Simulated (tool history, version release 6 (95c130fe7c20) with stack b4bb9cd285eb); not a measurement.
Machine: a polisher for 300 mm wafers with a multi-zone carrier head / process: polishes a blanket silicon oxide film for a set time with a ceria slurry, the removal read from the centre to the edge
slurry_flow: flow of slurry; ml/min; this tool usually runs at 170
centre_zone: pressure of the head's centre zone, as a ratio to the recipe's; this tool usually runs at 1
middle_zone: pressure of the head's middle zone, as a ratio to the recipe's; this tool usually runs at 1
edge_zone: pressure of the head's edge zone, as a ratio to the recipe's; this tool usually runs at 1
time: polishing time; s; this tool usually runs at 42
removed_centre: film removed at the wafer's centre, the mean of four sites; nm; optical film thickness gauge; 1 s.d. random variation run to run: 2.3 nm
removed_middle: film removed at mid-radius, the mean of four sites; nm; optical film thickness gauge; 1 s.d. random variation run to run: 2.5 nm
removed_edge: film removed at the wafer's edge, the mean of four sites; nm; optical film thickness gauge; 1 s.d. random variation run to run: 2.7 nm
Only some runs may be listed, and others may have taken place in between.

run,day,slurry_flow,centre_zone,middle_zone,edge_zone,time,wafers since the last listed run,wafers polished on this pad,hours since the slurry nozzle was cleaned,hours since the centre zone pressure was calibrated,hours since the edge zone pressure was calibrated,hours since the carrier head's membrane was replaced,"incoming thickness of the incoming film, nm",removed_centre,removed_middle,removed_edge
1,0,170,1,1,1,42,0,58,164.9,1093.6,352.1,1664.4,756.5,180.6,180.1,181.6
2,0.658,170,1,1,1,42,244,303,180.7,1109.4,367.9,1680.2,739.6,180.6,184.1,178.7
3,0.975,170,1,1,1,42,117,420,188.3,1117,375.5,1687.8,735.8,179.1,185.5,180.9
4,1.504,170,1,1,1,42,196,616,201,1129.7,388.2,1700.5,755.6,181.3,181.8,183.5
5,2.167,170,1,1,1,42,245,862,216.9,1145.6,404.1,1716.4,750.2,174.3,177.2,182.2
6,2.508,170,1,1,1,42,126,989,225.1,1153.8,412.3,1724.6,750.2,175.1,179.3,181.1
7,3.062,170,1,1,1,42,205,1194,238.4,1167.1,425.6,1737.9,747.5,174.2,176.7,178.7
# day 3.35: worn pad replaced by a new one
8,3.383,170,1,1,1,42,57,11,246.1,1174.8,433.3,1745.6,754.2,171.6,175.5,179
# day 3.546: slurry nozzle cleaned
9,3.804,195,1,1,1,42,140,152,6.2,1184.9,443.4,1755.7,743.1,169.1,169.7,171.5
10,4.329,195,1,1,1,42,194,347,18.8,1197.5,456,1768.3,747,164.5,171.8,171.5
# day 5.233: carrier head's membrane replaced by a new one
11,5.254,170,1,0.89,1,42,265,612,41,1219.7,478.2,0.5,734.4,159.3,147.6,170.3
12,5.3,170,1,1,0.9,51,16,629,42.1,1220.8,479.3,1.6,752.5,193.3,197.8,194.5
13,5.917,170,1,1,1,42,228,858,56.9,1235.6,494.1,16.4,751.7,155.5,161.8,167.5
# day 6.225: centre zone pressure recalibrated
14,6.246,170,0.92,1.08,1,42,91,949,64.8,0.5,502,24.3,754.5,144,173.4,169.6
# day 6.3: slurry nozzle cleaned, repeated, since the last time left the tool worse
# day 6.504: edge zone pressure recalibrated
# day 6.662: worn pad replaced by a new one
15,6.683,215,1,1,0.96,37,57,8,9.2,11,4.3,34.8,750.7,174,173.5,164.4
16,6.846,205,1,1,1,53,60,68,13.1,14.9,8.2,38.7,737.5,239.8,234.6,245.5
17,7.429,170,0.91,0.91,1.12,34,216,284,27.1,28.9,22.2,52.7,753.4,137,137.5,161.4
18,7.788,170,1,0.97,0.96,50,132,417,35.7,37.5,30.8,61.3,763.5,215.4,211.3,217.5
19,8.158,170,0.97,1,1.09,42,137,555,44.6,46.4,39.7,70.2,765.9,180,186.7,193.9
20,9.975,170,1,1,1,42,673,1229,88.2,90,83.3,113.8,735.8,188.2,186.7,183.8
# day 10.496: worn pad replaced by a new one
21,10.517,170,0.92,1,1.04,42,139,7,101.2,103,96.3,126.8,737.5,168.4,186.4,187.9
22,10.867,150,1,1,0.93,54,129,137,109.6,111.4,104.7,135.2,763.8,227.7,226.1,225.8

4 ways to go on from here, each from the tool as it stands after run 22. What would each give?
A,10.883,170,1,1,1.06,42,6,143,110,111.8,105.1,135.6,758.5,?,?,?
B,10.883,170,1.1,0.95,1,30,6,143,110,111.8,105.1,135.6,758.5,?,?,?
C,10.883,215,1,1,1,54,6,143,110,111.8,105.1,135.6,758.5,?,?,?
D,10.883,170,1,0.94,1.1,42,6,143,110,111.8,105.1,135.6,758.5,?,?,?

run,removed_centre,removed_middle,removed_edge
A,185.3,182.6,188.8
B,145.7,124.9,131.2
C,249.8,244.9,243.3
D,185.3,173.4,192.5
Take away the tool's hidden state, keep each run's random variation, and the runs would have read:
run,removed_centre,removed_middle,removed_edge
A,189.7,186.5,191.7
B,149.1,127.5,133.2
C,254.4,249,246.2
D,189.7,177,195.4
